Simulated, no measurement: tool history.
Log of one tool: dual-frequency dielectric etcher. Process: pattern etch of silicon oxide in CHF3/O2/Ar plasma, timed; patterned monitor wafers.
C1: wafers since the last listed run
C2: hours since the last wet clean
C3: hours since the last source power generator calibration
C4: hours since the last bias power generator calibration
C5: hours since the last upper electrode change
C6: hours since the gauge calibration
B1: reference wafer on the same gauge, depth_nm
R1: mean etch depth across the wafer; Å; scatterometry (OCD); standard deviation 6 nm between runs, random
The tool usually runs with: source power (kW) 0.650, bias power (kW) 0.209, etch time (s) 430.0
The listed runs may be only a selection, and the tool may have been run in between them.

Run 1, day 0.000: usual settings; C1 0; C2 219.1; C3 2491.7; C4 2917.0; C5 5635.3; C6 97.0; B1 986.9. Result: R1 8899 Å.
Run 2, day 1.242: usual settings; C1 151; C2 248.9; C3 2521.5; C4 2946.8; C5 5665.1; C6 126.8; B1 987.1. Result: R1 8761 Å.
Run 3, day 4.188: usual settings; C1 360; C2 319.6; C3 2592.2; C4 3017.5; C5 5735.8; C6 197.5; B1 987.2. Result: R1 8838 Å.
At day 5.388: wet clean of the chamber.
Run 4, day 6.450: usual settings; C1 154; C2 25.5; C3 2646.5; C4 3071.8; C5 5790.1; C6 251.8; B1 985.6. Result: R1 9064 Å.
Run 5, day 7.717: usual settings; C1 154; C2 55.9; C3 2676.9; C4 3102.2; C5 5820.5; C6 282.2; B1 984.7. Result: R1 8915 Å.
Run 6, day 8.988: usual settings but source power (kW) 0.550; C1 155; C2 86.4; C3 2707.4; C4 3132.7; C5 5851.0; C6 312.7; B1 985.5. Result: R1 8748 Å.
Run 7, day 10.283: usual settings but source power (kW) 0.550; C1 158; C2 117.5; C3 2738.5; C4 3163.8; C5 5882.1; C6 343.8; B1 987.0. Result: R1 8533 Å.
Run 8, day 12.783: usual settings but etch time (s) 346.0; C1 305; C2 177.5; C3 2798.5; C4 3223.8; C5 5942.1; C6 403.8; B1 985.7. Result: R1 7154 Å.
Run 9, day 13.967: usual settings but etch time (s) 346.0; C1 144; C2 205.9; C3 2826.9; C4 3252.2; C5 5970.5; C6 432.2; B1 987.0. Result: R1 7129 Å.
Run 10, day 16.150: usual settings but etch time (s) 346.0; C1 266; C2 258.3; C3 2879.3; C4 3304.6; C5 6022.9; C6 484.6; B1 984.8. Result: R1 7181 Å.
Run 11, day 17.592: usual settings but etch time (s) 366.5; C1 176; C2 292.9; C3 2913.9; C4 3339.2; C5 6057.5; C6 519.2; B1 983.8. Result: R1 7541 Å.
Run 12, day 19.454: usual settings but source power (kW) 0.550, bias power (kW) 0.165, etch time (s) 370.0; C1 227; C2 337.6; C3 2958.6; C4 3383.9; C5 6102.2; C6 563.9; B1 984.4. Result: R1 6678 Å.
At day 20.454: wet clean of the chamber.
Run 13, day 20.692: usual settings but bias power (kW) 0.183; C1 29; C2 5.7; C3 2988.3; C4 3413.6; C5 6131.9; C6 593.6; B1 986.7. Result: R1 8092 Å.
At day 26.438: wet clean of the chamber, repeated, since the last time left the tool worse.
Run 14, day 26.783: usual settings; C1 622; C2 8.3; C3 3134.5; C4 3559.8; C5 6278.1; C6 739.8; B1 986.6. Result: R1 9025 Å.
At day 27.779: bias power generator calibrated.
Run 15, day 29.542: usual settings; C1 316; C2 74.5; C3 3200.7; C4 42.3; C5 6344.3; C6 806.0; B1 985.4. Result: R1 9124 Å.
Run 16, day 31.667: usual settings but source power (kW) 0.700, bias power (kW) 0.243; C1 259; C2 125.5; C3 3251.7; C4 93.3; C5 6395.3; C6 857.0; B1 987.9. Result: R1 9697 Å.
At day 31.942: source power generator calibrated.
At day 33.196: upper electrode replaced.
At day 33.525: gauge calibrated.
Run 17, day 34.054: usual settings but source power (kW) 0.540, bias power (kW) 0.160, etch time (s) 485.5; C1 149; C2 182.8; C3 50.7; C4 150.6; C5 20.6; C6 12.7; B1 986.9. Result: R1 8703 Å.
Run 18, day 36.029: usual settings but source power (kW) 0.550, bias power (kW) 0.165, etch time (s) 370.0; C1 241; C2 230.2; C3 98.1; C4 198.0; C5 68.0; C6 60.1; B1 986.7. Result: R1 6736 Å.
Run 19, day 38.929: usual settings but bias power (kW) 0.226, etch time (s) 362.0; C1 354; C2 299.8; C3 167.7; C4 267.6; C5 137.6; C6 129.7; B1 986.5. Result: R1 7658 Å.
At day 42.550: wet clean of the chamber.
Run 20, day 42.571: usual settings but source power (kW) 0.800, etch time (s) 522.0; C1 322; C2 0.5; C3 255.1; C4 355.0; C5 225.0; C6 217.1; B1 986.5. Result: R1 11674 Å.
Run 21, day 42.825: usual settings but etch time (s) 389.0; C1 31; C2 6.6; C3 261.2; C4 361.1; C5 231.1; C6 223.2; B1 985.8. Result: R1 8224 Å.

Measured result minus the same run's result without the hidden state. Both carry the same run-to-run variation, though not necessarily the same gauge scatter:
Hidden state present: etch rate over this chamber's usual, %; source power that arrives over what is set, %; bias power that arrives over what is set, %; gauge reads high (%).
run    R1
  1  -199
  2  -219
  3  -278
  4   -51
  5   -74
  6   -96
  7  -117
  8  -136
  9  -154
 10  -190
 11  -223
 12  -225
 13  -492
 14   -32
 15   -85
 16  -134
 17  -164
 18  -156
 19  -226
 20   -36
 21   -29
